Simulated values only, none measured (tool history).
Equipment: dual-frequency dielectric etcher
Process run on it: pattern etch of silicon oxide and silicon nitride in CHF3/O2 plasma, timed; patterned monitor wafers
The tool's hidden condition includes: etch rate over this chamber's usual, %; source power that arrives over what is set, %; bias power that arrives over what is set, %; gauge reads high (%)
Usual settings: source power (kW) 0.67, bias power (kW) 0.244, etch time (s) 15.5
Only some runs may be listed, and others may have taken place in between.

run,hour,source power (kW),bias power (kW),etch time (s),wafers since the last listed run,hours since the last wet clean,hours since the last source power generator calibration,hours since the last bias power generator calibration,hours since the last upper electrode change,hours since the gauge calibration,"read-back reference wafer on the same gauge, depth_nm",mean etch depth across the wafer (Å)
1,0,0.67,0.244,15.5,0,352.5,2464.3,4503.8,2762.5,165.2,23.99,269.6
2,29.2,0.67,0.268,15.5,318,381.7,2493.5,4533,2791.7,194.4,23.99,281.2
3,86.9,0.67,0.268,15.5,628,439.4,2551.2,4590.7,2849.4,252.1,23.99,281.7
# hour 113: source power generator calibrated
4,120,0.57,0.196,15.5,317,472.5,7,4623.8,2882.5,285.2,24,236.2
5,144.6,0.57,0.196,15.5,268,497.1,31.6,4648.4,2907.1,309.8,24,234.8
# hour 211.4: wet clean of the chamber
6,211.9,0.67,0.229,15.5,471,0.5,98.9,4715.7,2974.4,377.1,23.99,269.6
7,248.9,0.67,0.244,15.5,403,37.5,135.9,4752.7,3011.4,414.1,24,277.2
8,309.1,0.53,0.276,15.5,656,97.7,196.1,4812.9,3071.6,474.3,23.99,265.7
9,379.2,0.57,0.196,15.5,763,167.8,266.2,4883,3141.7,544.4,24.03,239.8
10,412.2,0.67,0.303,15.5,359,200.8,299.2,4916,3174.7,577.4,23.99,302.6
11,481.7,0.67,0.244,15.5,757,270.3,368.7,4985.5,3244.2,646.9,24.01,278.2
# hour 539.5: wet clean of the chamber, repeated, since the last time left the tool worse
12,545.2,0.53,0.205,20,430,5.7,432.2,5049,3307.7,710.4,24.03,295
# hour 602.1: upper electrode replaced
13,602.6,0.57,0.196,15.5,363,63.1,489.6,5106.4,0.5,767.8,24.01,231.6
# hour 641.7: bias power generator calibrated
14,649.2,0.67,0.244,15.5,464,109.7,536.2,7.5,47.1,814.4,24,268.2
15,693.1,0.54,0.29,13,478,153.6,580.1,51.4,91,858.3,24.02,222.4
16,747.5,0.67,0.278,17,592,208,634.5,105.8,145.4,912.7,24.03,309.4
17,800.4,0.67,0.218,12.5,576,260.9,687.4,158.7,198.3,965.6,24.02,208
18,864,0.67,0.244,15.5,693,324.5,751,222.3,261.9,1029.2,24.02,270.7
19,898.7,0.67,0.244,15.5,378,359.2,785.7,257,296.6,1063.9,23.96,270.9
20,1049.7,0.67,0.244,15.5,1645,510.2,936.7,408,447.6,1214.9,23.99,272.5
# hour 1119: gauge calibrated
# hour 1139.9: wet clean of the chamber
21,1200.3,0.57,0.273,17,1379,60.4,1087.3,558.6,598.2,81.3,23.99,288.6
22,1239.3,0.74,0.19,11,424,99.4,1126.3,597.6,637.2,120.3,24.01,180.5
23,1263.5,0.67,0.303,19.5,263,123.6,1150.5,621.8,661.4,144.5,23.98,366.5
24,1318.3,0.82,0.216,12,597,178.4,1205.3,676.6,716.2,199.3,23.99,214.7
25,1379.5,0.67,0.244,15.5,666,239.6,1266.5,737.8,777.4,260.5,24,270.7
26,1442.5,0.56,0.224,19,686,302.6,1329.5,800.8,840.4,323.5,24.03,298.7
27,1498.3,0.67,0.244,18,608,358.4,1385.3,856.6,896.2,379.3,24.01,314.6
28,1559.2,0.74,0.287,15.5,663,419.3,1446.2,917.5,957.1,440.2,24.01,299.6
29,1585.1,0.67,0.244,15.5,282,445.2,1472.1,943.4,983,466.1,23.98,271.9

Branching from run 29: 4 alternative next runs. What would each branch give?
A,1585.5,0.67,0.244,15.5,4,445.6,1472.5,943.8,983.4,466.5,?,?
B,1585.5,0.84,0.263,13,4,445.6,1472.5,943.8,983.4,466.5,?,?
C,1585.5,0.67,0.3,15.5,4,445.6,1472.5,943.8,983.4,466.5,?,?
D,1585.5,0.67,0.28,15.5,4,445.6,1472.5,943.8,983.4,466.5,?,?

run,"read-back reference wafer on the same gauge, depth_nm",mean etch depth across the wafer (Å)
A,24.01,271.7
B,24.01,255.6
C,24.01,294.2
D,24.01,286.4
Without the tool's unlogged condition, the same runs would have read:
run,mean etch depth across the wafer (Å)
A,266.9
B,251.1
C,289
D,281.4

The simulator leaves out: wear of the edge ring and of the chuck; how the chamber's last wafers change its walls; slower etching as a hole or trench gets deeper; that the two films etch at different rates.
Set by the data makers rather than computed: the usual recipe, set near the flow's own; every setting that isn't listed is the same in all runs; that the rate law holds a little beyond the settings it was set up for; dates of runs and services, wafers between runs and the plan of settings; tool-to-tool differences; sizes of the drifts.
